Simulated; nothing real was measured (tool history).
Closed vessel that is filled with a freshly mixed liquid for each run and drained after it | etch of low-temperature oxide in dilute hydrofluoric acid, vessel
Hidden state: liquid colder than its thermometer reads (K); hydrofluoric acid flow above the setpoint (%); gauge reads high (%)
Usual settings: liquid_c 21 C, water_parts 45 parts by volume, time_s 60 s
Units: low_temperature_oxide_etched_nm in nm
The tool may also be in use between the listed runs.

| run | day | liquid_c | water_parts | time_s | wafers since the last listed run | hours since the thermometer was replaced | hours since the hydrofluoric acid flow meter was replaced | hours since the gauge calibration | read-back film thickness of the low-temperature oxide reference wafer, read on the same gauge (nm) | low_temperature_oxide_etched_nm |
|---|---|---|---|---|---|---|---|---|---|---|
| 1 | 0 | 21 | 45 | 60 | 0 | 549.6 | 1579.5 | 611.1 | 110 | 48.9 |
| 2 | 2.929 | 21 | 45 | 60 | 6776 | 619.9 | 1649.8 | 681.4 | 109.97 | 48.88 |
| 3 | 4.296 | 21 | 60 | 40 | 3161 | 652.7 | 1682.6 | 714.2 | 110.01 | 24.04 |
|  | 5.217 | thermometer replaced |
| 4 | 6.733 | 21 | 60 | 40 | 5542 | 36.4 | 1741.1 | 772.7 | 110.03 | 24.13 |
| 5 | 8.942 | 21 | 45 | 60 | 5108 | 89.4 | 1794.1 | 825.7 | 110.02 | 48.63 |
| 6 | 14.7 | 21 | 45 | 60 | 13320 | 227.6 | 1932.3 | 963.9 | 110.01 | 49.94 |
| 7 | 17.592 | 21 | 45 | 60 | 6689 | 297 | 2001.7 | 1033.3 | 109.99 | 49.62 |
| 8 | 19.417 | 21 | 45 | 60 | 4221 | 340.8 | 2045.5 | 1077.1 | 110 | 50.35 |
| 9 | 21.896 | 21 | 45 | 60 | 5735 | 400.3 | 2105 | 1136.6 | 110.02 | 49.89 |
|  | 22.642 | hydrofluoric acid flow meter replaced |
| 10 | 24.262 | 21 | 45 | 60 | 5378 | 457.1 | 38.9 | 1193.4 | 109.98 | 44.65 |
| 11 | 26.083 | 21 | 45 | 60 | 4212 | 500.8 | 82.6 | 1237.1 | 110.03 | 44.88 |
| 12 | 28.438 | 23 | 35 | 35 | 5445 | 557.3 | 139.1 | 1293.6 | 110 | 36.87 |
|  | 29.438 | gauge calibrated |
| 13 | 29.554 | 23 | 35 | 35 | 2583 | 584.1 | 165.9 | 2.8 | 109.99 | 37.12 |
| 14 | 30.817 | 21 | 45 | 60 | 2920 | 614.4 | 196.2 | 33.1 | 110 | 45 |
| 15 | 31.892 | 25.5 | 45 | 60 | 2486 | 640.2 | 222 | 58.9 | 109.99 | 54.53 |
| 16 | 33.092 | 17 | 35 | 60 | 2775 | 669 | 250.8 | 87.7 | 110 | 49.52 |
|  | 33.438 | thermometer replaced |
| 17 | 34.579 | 23.5 | 45 | 30 | 3344 | 27.4 | 286.5 | 123.4 | 109.99 | 25.5 |
| 18 | 36.992 | 21 | 30 | 90 | 5580 | 85.3 | 344.4 | 181.3 | 110.01 | 104.1 |
| 19 | 39.679 | 19 | 60 | 60 | 6217 | 149.8 | 408.9 | 245.8 | 109.99 | 31.2 |
| 20 | 42.242 | 22.5 | 35 | 30 | 5927 | 211.3 | 470.4 | 307.3 | 109.99 | 31.7 |
| 21 | 44.221 | 19.5 | 30 | 90 | 4578 | 258.8 | 517.9 | 354.8 | 109.99 | 99.37 |

4 ways to go on from here, each from the tool as it stands after run 21. What would each give?
| A | 44.25 | 21 | 45 | 30 | 67 | 259.5 | 518.6 | 355.5 | ? | ? |
| B | 44.25 | 25.5 | 25 | 45 | 67 | 259.5 | 518.6 | 355.5 | ? | ? |
| C | 44.25 | 21 | 60 | 85 | 67 | 259.5 | 518.6 | 355.5 | ? | ? |
| D | 44.25 | 25.5 | 45 | 70 | 67 | 259.5 | 518.6 | 355.5 | ? | ? |

| run | read-back film thickness of the low-temperature oxide reference wafer, read on the same gauge (nm) | low_temperature_oxide_etched_nm |
|---|---|---|
| A | 109.99 | 23.24 |
| B | 109.99 | 77.74 |
| C | 109.99 | 48.52 |
| D | 109.99 | 65.41 |
Without the tool's hidden state the same runs would have given:
| run | low_temperature_oxide_etched_nm |
|---|---|
| A | 22.25 |
| B | 74.49 |
| C | 46.42 |
| D | 62.6 |
